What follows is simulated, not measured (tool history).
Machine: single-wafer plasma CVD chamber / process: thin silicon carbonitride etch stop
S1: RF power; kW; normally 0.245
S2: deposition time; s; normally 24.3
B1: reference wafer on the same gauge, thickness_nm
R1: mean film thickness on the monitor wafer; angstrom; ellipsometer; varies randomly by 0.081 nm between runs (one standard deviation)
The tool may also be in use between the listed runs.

run,day,S1,S2,B1,R1
1,0.000,0.235,24.3,12.093,138.31
2,2.333,0.235,24.3,12.113,137.62
3,4.583,0.235,24.3,12.118,139.25
4,6.183,0.245,26.6,12.141,153.59
5,9.150,0.245,26.6,12.154,154.52
6,11.192,0.245,26.6,12.187,156.09
# day 12.208: thermocouple changed; heater temperature recalibrated
7,12.721,0.255,24.3,12.221,143.20
8,14.929,0.255,24.3,12.254,145.95
# day 15.296: showerhead replaced
9,15.971,0.255,24.3,12.294,144.41
10,17.162,0.245,24.3,12.307,142.49
# day 17.679: RF generator calibrated
11,18.583,0.290,29.2,12.323,182.97
12,19.608,0.210,22.5,12.341,125.32
13,21.662,0.245,24.3,12.362,143.46
14,23.554,0.200,20.2,12.410,110.91
# day 24.117: gauge calibrated
15,25.275,0.270,24.3,12.145,146.87
16,27.325,0.225,27.0,12.135,151.09
17,29.525,0.255,24.3,12.147,143.02
18,32.483,0.245,24.3,12.154,141.89

Each row is a separate what-if for the run after 18, all from the same tool condition, not one after another. Results?
A,32.500,0.245,24.3,?,?
B,32.500,0.200,19.5,?,?
C,32.500,0.280,21.3,?,?

run,B1,R1
A,12.181,141.57
B,12.181,104.44
C,12.181,130.75
Take away the tool's hidden state, keep each run's random variation, and the runs would have read:
run,R1
A,140.82
B,103.88
C,130.06
